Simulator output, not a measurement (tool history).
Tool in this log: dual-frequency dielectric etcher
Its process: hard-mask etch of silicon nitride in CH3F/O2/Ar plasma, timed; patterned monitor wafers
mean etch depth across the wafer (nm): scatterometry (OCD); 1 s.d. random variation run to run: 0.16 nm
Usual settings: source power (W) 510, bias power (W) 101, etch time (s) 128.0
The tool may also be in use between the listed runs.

run,hour,source power (W),bias power (W),etch time (s),"read-back reference wafer on the same gauge, depth_nm",mean etch depth across the wafer (nm)
1,0.0,510,115,128.0,99.0,109.7
2,18.6,510,115,128.0,99.1,109.7
3,51.7,510,101,128.0,99.0,106.3
4,101.0,510,101,128.0,99.0,105.1
5,148.4,600,81,128.0,99.0,105.5
6,183.3,510,101,128.0,99.0,105.3
7,200.0,510,101,128.0,99.0,105.6
8,223.9,510,101,128.0,99.0,105.4
9,247.6,510,101,128.0,99.0,105.5
10,277.1,460,101,128.0,99.0,102.1
11,300.6,460,101,128.0,99.0,101.8
12,336.5,460,101,128.0,99.0,102.1
13,360.2,580,101,128.0,99.0,111.1
14,385.7,510,118,128.0,99.0,111.1
15,422.3,510,101,128.0,98.9,106.2
16,438.3,510,101,128.0,99.0,106.5
17,472.3,550,94,163.5,99.0,134.1
18,539.6,580,101,102.5,99.0,88.1
19,567.2,440,82,128.0,99.0,93.5
20,587.8,550,101,128.0,99.0,107.8
21,610.1,460,93,146.5,99.0,112.8
22,651.4,430,101,90.0,99.0,68.5
23,655.6,510,86,105.5,99.0,81.8
24,690.8,590,122,158.0,99.0,142.9
25,778.5,510,101,128.0,99.0,103.8
26,795.4,510,101,128.0,99.0,104.1
27,825.0,510,125,128.0,99.1,111.0

Between the runs listed above, the log contained 6 entries, not reproduced here. Where in the sequence does each belong, and how does what the log doesn't record of the tool's condition differ from the listed run before to the listed run after?
From run 3 to run 4: wet clean of the chamber (hour 100.5)
  etch rate over this chamber's usual, %: 0.988 -> 0.169; source power that arrives over what is set, %: 3.41 -> 3.59
  the result without the hidden state subtracted from the measured one, mean etch depth across the wafer (nm): +2.3 -> +1.5
From run 9 to run 10: bias power generator calibrated (hour 264.3)
  etch rate over this chamber's usual, %: 0.43 -> 0.483; source power that arrives over what is set, %: 4.15 -> 4.26
  the result without the hidden state subtracted from the measured one, mean etch depth across the wafer (nm): +2.0 -> +2.1
From run 14 to run 15: upper electrode replaced (hour 421.8)
  etch rate over this chamber's usual, %: 0.677 -> 0.742; source power that arrives over what is set, %: 4.7 -> 4.86
  the result without the hidden state subtracted from the measured one, mean etch depth across the wafer (nm): +2.5 -> +2.6
From run 16 to run 17: source power generator calibrated (hour 454.9)
  etch rate over this chamber's usual, %: 0.771 -> 0.832; source power that arrives over what is set, %: 4.93 -> -0.00227
  the result without the hidden state subtracted from the measured one, mean etch depth across the wafer (nm): +2.7 -> +1.1
From run 20 to run 21: gauge calibrated (hour 588.3)
  etch rate over this chamber's usual, %: 1.04 -> 1.08; source power that arrives over what is set, %: 0.0118 -> 0.017
  the result without the hidden state subtracted from the measured one, mean etch depth across the wafer (nm): +1.1 -> +1.2
From run 21 to run 22: wet clean of the chamber (hour 650.9)
  etch rate over this chamber's usual, %: 1.08 -> 0.0351; source power that arrives over what is set, %: 0.017 -> 0.0288
  the result without the hidden state subtracted from the measured one, mean etch depth across the wafer (nm): +1.2 -> +0.1
